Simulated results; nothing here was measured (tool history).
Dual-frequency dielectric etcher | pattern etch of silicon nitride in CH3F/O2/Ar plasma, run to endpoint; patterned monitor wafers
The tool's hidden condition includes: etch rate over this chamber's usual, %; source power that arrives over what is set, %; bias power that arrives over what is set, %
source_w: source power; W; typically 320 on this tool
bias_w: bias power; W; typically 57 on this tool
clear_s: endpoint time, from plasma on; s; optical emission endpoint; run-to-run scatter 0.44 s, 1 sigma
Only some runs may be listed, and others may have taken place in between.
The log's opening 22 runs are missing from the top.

run	day	source_w	bias_w	wafers since the last listed run	hours since the last wet clean	hours since the last source power generator calibration	hours since the last bias power generator calibration	hours since the last upper electrode change	incoming incoming film thickness, nm	clear_s
23	56.9	380	44	155	298.9	428.4	537	21	36.75	63.6
24	59.067	290	57	394	350.9	480.4	589	73	37.06	62.9
25	60.562	320	70	272	386.8	516.3	624.9	108.9	36.6	55.9
26	61.979	320	57	258	420.8	550.3	658.9	142.9	36.47	59.6
27	63.55	320	51	286	458.5	588	696.6	180.6	36.65	63.5
28	64.925	380	66	250	491.5	621	729.6	213.6	37.04	54.5
29	66.079	260	57	210	519.2	648.7	757.3	241.3	37.23	63.7
30	67.471	320	57	253	552.6	682.1	790.7	274.7	36.75	59.1
# day 68.692: wet clean of the chamber
31	72.833	290	46	794	99.4	810.8	919.4	403.4	36.67	68.2
32	74.142	320	49	238	130.8	842.2	950.8	434.8	36.77	65.4
33	76.329	270	57	398	183.3	894.7	1003.3	487.3	36.74	64.7

Each row is a separate what-if for the run after 33, all from the same tool condition, not one after another. Results?
A	76.346	400	57	3	183.7	895.1	1003.7	487.7	36.66	?
B	76.346	370	45	3	183.7	895.1	1003.7	487.7	36.66	?
C	76.346	340	47	3	183.7	895.1	1003.7	487.7	36.66	?

run	clear_s
A	57.3
B	63.8
C	64.3
Without the tool's unlogged condition, the same runs would have read:
run	clear_s
A	58.5
B	65.1
C	65.7

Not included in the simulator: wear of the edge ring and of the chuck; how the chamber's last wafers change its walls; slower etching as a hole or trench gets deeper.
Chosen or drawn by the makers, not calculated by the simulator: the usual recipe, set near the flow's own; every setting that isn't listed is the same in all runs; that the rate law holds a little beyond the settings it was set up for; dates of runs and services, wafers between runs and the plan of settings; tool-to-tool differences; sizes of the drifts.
